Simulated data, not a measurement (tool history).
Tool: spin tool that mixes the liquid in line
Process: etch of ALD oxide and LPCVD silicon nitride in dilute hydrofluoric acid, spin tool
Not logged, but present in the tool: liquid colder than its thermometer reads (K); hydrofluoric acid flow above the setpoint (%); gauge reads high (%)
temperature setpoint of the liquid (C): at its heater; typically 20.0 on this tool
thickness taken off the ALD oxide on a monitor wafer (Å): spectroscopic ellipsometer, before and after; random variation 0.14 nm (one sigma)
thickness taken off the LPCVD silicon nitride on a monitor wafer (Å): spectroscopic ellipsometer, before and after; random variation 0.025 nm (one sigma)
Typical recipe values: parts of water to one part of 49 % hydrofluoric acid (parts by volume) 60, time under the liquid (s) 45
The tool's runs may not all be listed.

run    hour  temperature setpoint of the liquid (C)  parts of water to one part of 49 % hydrofluoric acid (parts by volume)  time under the liquid (s)  wafers since the last listed run  hours since the thermometer was replaced  hours since the hydrofluoric acid flow meter was replaced  hours since the gauge calibration  read-back film thickness of the ALD oxide reference wafer, read on the same gauge (nm)  read-back film thickness of the LPCVD silicon nitride reference wafer, read on the same gauge (nm)  thickness taken off the ALD oxide on a monitor wafer (Å)  thickness taken off the LPCVD silicon nitride on a monitor wafer (Å)
  1     0.0                                    20.0                                                                      60                         45                                 0                                      87.6                                                      105.2                              385.3                                                                                  109.45                                                                                             129.339                                                     202.0                                                                  2.96
  2    30.9                                    20.0                                                                      60                         45                               281                                     118.5                                                      136.1                              416.2                                                                                  109.32                                                                                             129.192                                                     203.0                                                                  2.39
  3    60.5                                    20.0                                                                      60                         45                               270                                     148.1                                                      165.7                              445.8                                                                                  109.21                                                                                             129.042                                                     202.2                                                                  2.19
  4   256.7                                    20.0                                                                      60                         45                              1790                                     344.3                                                      361.9                              642.0                                                                                  108.26                                                                                             127.994                                                     202.2                                                                  2.66
  5   314.1                                    20.0                                                                      60                         45                               523                                     401.7                                                      419.3                              699.4                                                                                  107.96                                                                                             127.588                                                     197.7                                                                  2.65
  6   373.7                                    18.5                                                                      60                         45                               543                                     461.3                                                      478.9                              759.0                                                                                  107.59                                                                                             127.122                                                     186.8                                                                  2.22
      388.1  -- hydrofluoric acid flow meter replaced
  7   463.0                                    18.5                                                                      60                         45                               805                                     550.6                                                       74.9                              848.3                                                                                  106.98                                                                                             126.473                                                     183.3                                                                  1.89
  8   574.0                                    18.5                                                                      60                         45                              1012                                     661.6                                                      185.9                              959.3                                                                                  106.14                                                                                             125.466                                                     181.8                                                                  2.04
  9   605.6                                    20.0                                                                      60                         45                               288                                     693.2                                                      217.5                              990.9                                                                                  105.88                                                                                             125.124                                                     194.0                                                                  2.64
 10   672.4                                    20.0                                                                      60                         45                               609                                     760.0                                                      284.3                             1057.7                                                                                  105.29                                                                                             124.410                                                     192.6                                                                  2.38
 11   697.0                                    20.0                                                                      60                         45                               224                                     784.6                                                      308.9                             1082.3                                                                                  105.07                                                                                             124.197                                                     194.2                                                                  2.25
      766.6  -- gauge calibrated
 12   768.3                                    20.0                                                                      50                         65                               650                                     855.9                                                      380.2                                1.7                                                                                  110.42                                                                                             130.567                                                     355.9                                                                  4.33
 13   802.5                                    18.0                                                                      35                         55                               312                                     890.1                                                      414.4                               35.9                                                                                  110.47                                                                                             130.553                                                     402.5                                                                  5.26
 14   845.3                                    17.0                                                                      70                         55                               390                                     932.9                                                      457.2                               78.7                                                                                  110.41                                                                                             130.441                                                     185.7                                                                  2.04
      855.5  -- thermometer replaced
      865.6  -- hydrofluoric acid flow meter replaced
 15   911.8                                    20.0                                                                      60                         30                               588                                      56.3                                                       46.2                              145.2                                                                                  110.39                                                                                             130.433                                                     137.3                                                                  1.76
 16   940.3                                    20.0                                                                      60                         45                               260                                      84.8                                                       74.7                              173.7                                                                                  110.30                                                                                             130.365                                                     203.6                                                                  2.80
 17   975.3                                    20.0                                                                      45                         45                               319                                     119.8                                                      109.7                              208.7                                                                                  110.23                                                                                             130.340                                                     276.6                                                                  3.09
 18  1031.9                                    23.0                                                                      60                         60                               516                                     176.4                                                      166.3                              265.3                                                                                  110.13                                                                                             130.177                                                     306.2                                                                  4.80
 19  1097.3                                    20.0                                                                      60                         35                               596                                     241.8                                                      231.7                              330.7                                                                                  110.01                                                                                             129.976                                                     157.9                                                                  2.28
 20  1149.5                                    23.5                                                                      45                         45                               476                                     294.0                                                      283.9                              382.9                                                                                  109.82                                                                                             129.764                                                     322.8                                                                  4.09

What differs in the tool's unlogged condition from the final listed run ahead of each entry between runs to the first listed run following it?
From run 6 to run 7: hydrofluoric acid flow meter replaced (hour 388.1)
  gauge reads high (%): -2.18 -> -2.74
  the result without the hidden state subtracted from the measured one, thickness taken off the ALD oxide on a monitor wafer (Å): -4.1 -> -5.2
From run 11 to run 12: gauge calibrated (hour 766.6)
  gauge reads high (%): -4.49 -> 0.411
  the result without the hidden state subtracted from the measured one, thickness taken off the ALD oxide on a monitor wafer (Å): -9.2 -> +1.5
From run 14 to run 15: thermometer replaced (hour 855.5); hydrofluoric acid flow meter replaced (hour 865.6)
  gauge reads high (%): 0.387 -> 0.329
  the result without the hidden state subtracted from the measured one, thickness taken off the ALD oxide on a monitor wafer (Å): +0.7 -> +0.4

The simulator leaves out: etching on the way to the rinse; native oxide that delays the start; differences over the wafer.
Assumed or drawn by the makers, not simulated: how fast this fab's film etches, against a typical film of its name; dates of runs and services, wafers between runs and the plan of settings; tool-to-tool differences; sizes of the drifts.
